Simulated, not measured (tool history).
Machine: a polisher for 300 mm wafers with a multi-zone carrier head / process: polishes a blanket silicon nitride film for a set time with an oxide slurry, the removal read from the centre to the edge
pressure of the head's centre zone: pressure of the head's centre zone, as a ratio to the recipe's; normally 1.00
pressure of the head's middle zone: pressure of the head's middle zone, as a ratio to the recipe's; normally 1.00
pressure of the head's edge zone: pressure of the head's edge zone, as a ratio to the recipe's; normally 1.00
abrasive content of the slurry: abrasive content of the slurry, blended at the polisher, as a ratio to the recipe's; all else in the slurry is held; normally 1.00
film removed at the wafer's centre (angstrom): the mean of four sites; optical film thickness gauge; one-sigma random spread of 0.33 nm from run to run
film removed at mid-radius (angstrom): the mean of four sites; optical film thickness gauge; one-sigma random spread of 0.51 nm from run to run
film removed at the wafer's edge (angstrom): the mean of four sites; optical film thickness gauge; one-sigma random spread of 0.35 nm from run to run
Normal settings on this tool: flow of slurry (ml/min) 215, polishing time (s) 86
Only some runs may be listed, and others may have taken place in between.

| run | hour | flow of slurry (ml/min) | pressure of the head's centre zone | pressure of the head's middle zone | pressure of the head's edge zone | abrasive content of the slurry | polishing time (s) | incoming thickness of the incoming film, nm | film removed at the wafer's centre (angstrom) | film removed at mid-radius (angstrom) | film removed at the wafer's edge (angstrom) |
|---|---|---|---|---|---|---|---|---|---|---|---|
| 1 | 0.0 | 215 | 1.00 | 1.00 | 1.00 | 1.00 | 86 | 592.2 | 399 | 401 | 394 |
| 2 | 91.8 | 215 | 1.00 | 1.00 | 1.00 | 1.00 | 86 | 587.5 | 393 | 400 | 397 |
|  | 170.4 | edge zone pressure recalibrated |
| 3 | 192.8 | 215 | 1.00 | 1.00 | 1.00 | 1.00 | 86 | 590.1 | 399 | 397 | 397 |
| 4 | 237.4 | 215 | 1.00 | 1.00 | 1.00 | 1.00 | 86 | 592.9 | 396 | 392 | 401 |
|  | 254.8 | worn pad replaced by a new one |
| 5 | 323.9 | 215 | 1.00 | 1.00 | 1.00 | 1.00 | 86 | 588.0 | 387 | 395 | 402 |
|  | 370.0 | slurry nozzle cleaned |
|  | 405.8 | centre zone pressure recalibrated |
| 6 | 409.4 | 215 | 1.00 | 1.00 | 1.00 | 0.80 | 114 | 586.1 | 483 | 486 | 485 |
| 7 | 514.3 | 150 | 1.00 | 1.00 | 0.95 | 0.90 | 111 | 596.6 | 466 | 469 | 455 |
| 8 | 659.0 | 285 | 0.95 | 1.00 | 0.89 | 0.80 | 86 | 596.5 | 356 | 370 | 354 |
|  | 715.4 | edge zone pressure recalibrated |
| 9 | 752.8 | 145 | 1.00 | 1.00 | 1.00 | 1.00 | 86 | 591.8 | 363 | 369 | 380 |
| 10 | 816.3 | 265 | 1.11 | 1.00 | 1.00 | 1.00 | 66 | 593.5 | 351 | 314 | 313 |
|  | 883.0 | carrier head's membrane replaced by a new one |
|  | 896.8 | worn pad replaced by a new one |
| 11 | 939.4 | 215 | 1.00 | 1.00 | 1.00 | 1.00 | 86 | 583.7 | 389 | 400 | 400 |
| 12 | 985.4 | 215 | 1.00 | 1.07 | 0.96 | 0.90 | 78 | 578.6 | 341 | 363 | 338 |
|  | 1025.6 | centre zone pressure recalibrated |
| 13 | 1055.0 | 215 | 0.90 | 1.00 | 1.07 | 1.20 | 105 | 592.4 | 483 | 520 | 542 |
|  | 1063.6 | slurry nozzle cleaned |
| 14 | 1100.1 | 215 | 1.00 | 1.00 | 1.00 | 1.00 | 86 | 577.5 | 406 | 402 | 395 |
| 15 | 1193.6 | 215 | 1.05 | 1.00 | 1.04 | 1.00 | 102 | 596.7 | 505 | 469 | 489 |
| 16 | 1284.7 | 215 | 0.91 | 1.11 | 1.00 | 1.20 | 63 | 589.9 | 285 | 339 | 315 |
| 17 | 1357.7 | 250 | 1.00 | 1.00 | 1.00 | 1.00 | 86 | 593.2 | 411 | 406 | 406 |
|  | 1410.2 | edge zone pressure recalibrated |
| 18 | 1419.0 | 240 | 1.05 | 1.10 | 1.11 | 1.00 | 86 | 579.6 | 426 | 441 | 422 |
| 19 | 1476.8 | 215 | 0.90 | 0.92 | 1.00 | 0.75 | 76 | 589.7 | 282 | 294 | 312 |
| 20 | 1544.1 | 215 | 1.00 | 1.00 | 1.00 | 1.00 | 86 | 588.2 | 396 | 404 | 398 |

Predict each of these 5 candidate next runs independently; none follows another, all start after run 20:
| A | 1544.5 | 215 | 1.00 | 1.00 | 1.00 | 1.00 | 86 | 579.2 | ? | ? | ? |
| B | 1544.5 | 215 | 1.00 | 0.90 | 1.00 | 1.00 | 76 | 579.2 | ? | ? | ? |
| C | 1544.5 | 215 | 1.00 | 1.00 | 1.03 | 1.00 | 86 | 579.2 | ? | ? | ? |
| D | 1544.5 | 215 | 0.89 | 1.00 | 1.00 | 1.00 | 86 | 579.2 | ? | ? | ? |
| E | 1544.5 | 215 | 1.00 | 1.00 | 1.00 | 1.10 | 75 | 579.2 | ? | ? | ? |

| run | film removed at the wafer's centre (angstrom) | film removed at mid-radius (angstrom) | film removed at the wafer's edge (angstrom) |
|---|---|---|---|
| A | 393 | 399 | 405 |
| B | 347 | 329 | 358 |
| C | 393 | 399 | 411 |
| D | 349 | 399 | 405 |
| E | 356 | 361 | 367 |
The same runs, with their run-to-run variation unchanged, on a tool lacking any hidden condition would have given:
| run | film removed at the wafer's centre (angstrom) | film removed at mid-radius (angstrom) | film removed at the wafer's edge (angstrom) |
|---|---|---|---|
| A | 404 | 399 | 405 |
| B | 357 | 329 | 358 |
| C | 404 | 399 | 411 |
| D | 359 | 399 | 405 |
| E | 366 | 361 | 367 |
